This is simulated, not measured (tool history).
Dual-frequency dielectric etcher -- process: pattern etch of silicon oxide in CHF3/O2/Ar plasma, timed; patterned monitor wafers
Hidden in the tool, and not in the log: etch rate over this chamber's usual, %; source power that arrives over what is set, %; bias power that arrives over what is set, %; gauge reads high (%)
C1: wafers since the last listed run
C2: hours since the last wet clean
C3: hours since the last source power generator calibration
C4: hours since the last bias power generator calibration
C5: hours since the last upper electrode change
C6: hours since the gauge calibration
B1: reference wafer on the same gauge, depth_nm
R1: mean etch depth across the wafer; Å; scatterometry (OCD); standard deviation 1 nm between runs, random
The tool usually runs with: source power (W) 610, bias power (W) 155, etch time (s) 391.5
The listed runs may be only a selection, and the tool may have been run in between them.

Run 1, hour 0: usual settings; C1 0; C2 585.4; C3 3812.8; C4 4246.2; C5 5694.1; C6 121.9; B1 729.2. Result: R1 6765 Å.
Run 2, hour 14.4: usual settings; C1 71; C2 599.8; C3 3827.2; C4 4260.6; C5 5708.5; C6 136.3; B1 728.8. Result: R1 6757 Å.
Run 3, hour 30.9: usual settings; C1 82; C2 616.3; C3 3843.7; C4 4277.1; C5 5725; C6 152.8; B1 728.8. Result: R1 6755 Å.
Run 4, hour 45.7: usual settings; C1 73; C2 631.1; C3 3858.5; C4 4291.9; C5 5739.8; C6 167.6; B1 729.1. Result: R1 6750 Å.
Run 5, hour 56.3: usual settings; C1 52; C2 641.7; C3 3869.1; C4 4302.5; C5 5750.4; C6 178.2; B1 729.1. Result: R1 6748 Å.
Run 6, hour 71.4: usual settings; C1 75; C2 656.8; C3 3884.2; C4 4317.6; C5 5765.5; C6 193.3; B1 728.3. Result: R1 6745 Å.
Run 7, hour 121.2: usual settings; C1 248; C2 706.6; C3 3934; C4 4367.4; C5 5815.3; C6 243.1; B1 729.1. Result: R1 6741 Å.
Run 8, hour 130.8: usual settings; C1 47; C2 716.2; C3 3943.6; C4 4377; C5 5824.9; C6 252.7; B1 728.9. Result: R1 6731 Å.
At hour 158.4: wet clean of the chamber.
At hour 161.5: source power generator calibrated.
Run 9, hour 162: usual settings but source power (W) 500, bias power (W) 174; C1 20; C2 3.6; C3 0.5; C4 4408.2; C5 5856.1; C6 283.9; B1 729.5. Result: R1 6489 Å.
Run 10, hour 190.6: usual settings but source power (W) 500, bias power (W) 174; C1 142; C2 32.2; C3 29.1; C4 4436.8; C5 5884.7; C6 312.5; B1 728.7. Result: R1 6485 Å.
Run 11, hour 203.9: usual settings but source power (W) 500, bias power (W) 174; C1 66; C2 45.5; C3 42.4; C4 4450.1; C5 5898; C6 325.8; B1 728.9. Result: R1 6492 Å.
At hour 205.5: gauge calibrated.
Run 12, hour 211.4: usual settings; C1 37; C2 53; C3 49.9; C4 4457.6; C5 5905.5; C6 5.9; B1 728.8. Result: R1 6924 Å.
Run 13, hour 222.2: usual settings; C1 53; C2 63.8; C3 60.7; C4 4468.4; C5 5916.3; C6 16.7; B1 729. Result: R1 6912 Å.
Run 14, hour 230.8: usual settings; C1 42; C2 72.4; C3 69.3; C4 4477; C5 5924.9; C6 25.3; B1 729.2. Result: R1 6922 Å.
At hour 255: upper electrode replaced.
Run 15, hour 255.5: usual settings but source power (W) 570; C1 3; C2 97.1; C3 94; C4 4501.7; C5 0.5; C6 50; B1 729.1. Result: R1 6674 Å.
Run 16, hour 265: usual settings but etch time (s) 354; C1 47; C2 106.6; C3 103.5; C4 4511.2; C5 10; C6 59.5; B1 729.4. Result: R1 6240 Å.
Run 17, hour 281.9: usual settings but bias power (W) 166, etch time (s) 280; C1 84; C2 123.5; C3 120.4; C4 4528.1; C5 26.9; C6 76.4; B1 728.8. Result: R1 5057 Å.
Run 18, hour 292.5: usual settings but bias power (W) 121, etch time (s) 330.5; C1 52; C2 134.1; C3 131; C4 4538.7; C5 37.5; C6 87; B1 728.4. Result: R1 5424 Å.
At hour 305: bias power generator calibrated.
Run 19, hour 305.5: usual settings but source power (W) 490, etch time (s) 318; C1 44; C2 147.1; C3 144; C4 0.5; C5 50.5; C6 100; B1 729.1. Result: R1 5006 Å.
Run 20, hour 309.7: usual settings but source power (W) 660, bias power (W) 181; C1 20; C2 151.3; C3 148.2; C4 4.7; C5 54.7; C6 104.2; B1 729.7. Result: R1 7509 Å.
Run 21, hour 320: usual settings; C1 51; C2 161.6; C3 158.5; C4 15; C5 65; C6 114.5; B1 728.5. Result: R1 6907 Å.
Run 22, hour 329.8: usual settings but source power (W) 720, etch time (s) 309.5; C1 48; C2 171.4; C3 168.3; C4 24.8; C5 74.8; C6 124.3; B1 729.6. Result: R1 5918 Å.
Run 23, hour 342.1: usual settings but etch time (s) 340; C1 61; C2 183.7; C3 180.6; C4 37.1; C5 87.1; C6 136.6; B1 729.4. Result: R1 5994 Å.
Run 24, hour 355.2: usual settings; C1 65; C2 196.8; C3 193.7; C4 50.2; C5 100.2; C6 149.7; B1 729.4. Result: R1 6896 Å.
Run 25, hour 368.2: usual settings; C1 64; C2 209.8; C3 206.7; C4 63.2; C5 113.2; C6 162.7; B1 729.3. Result: R1 6877 Å.
Run 26, hour 383.1: usual settings but source power (W) 500, bias power (W) 172, etch time (s) 455.5; C1 74; C2 224.7; C3 221.6; C4 78.1; C5 128.1; C6 177.6; B1 729.3. Result: R1 7466 Å.
Run 27, hour 390.3: usual settings but source power (W) 560, etch time (s) 304; C1 35; C2 231.9; C3 228.8; C4 85.3; C5 135.3; C6 184.8; B1 729.2. Result: R1 5120 Å.

Here are 3 independent what-if runs from the current tool condition. What would each one return?
Run A, hour 390.8: usual settings but bias power (W) 132; C1 2; C2 232.4; C3 229.3; C4 85.8; C5 135.8; C6 185.3; B1 ?. Result: R1 ?.
Run B, hour 390.8: usual settings but etch time (s) 505.5; C1 2; C2 232.4; C3 229.3; C4 85.8; C5 135.8; C6 185.3; B1 ?. Result: R1 ?.
Run C, hour 390.8: usual settings but source power (W) 680, bias power (W) 188, etch time (s) 288; C1 2; C2 232.4; C3 229.3; C4 85.8; C5 135.8; C6 185.3; B1 ?. Result: R1 ?.

run     B1    R1
  A  729.4  6576
  B  729.4  8894
  C  729.4  5664
With no hidden state in the tool, these same runs would have given:
run    R1
  A  6629
  B  8965
  C  5709
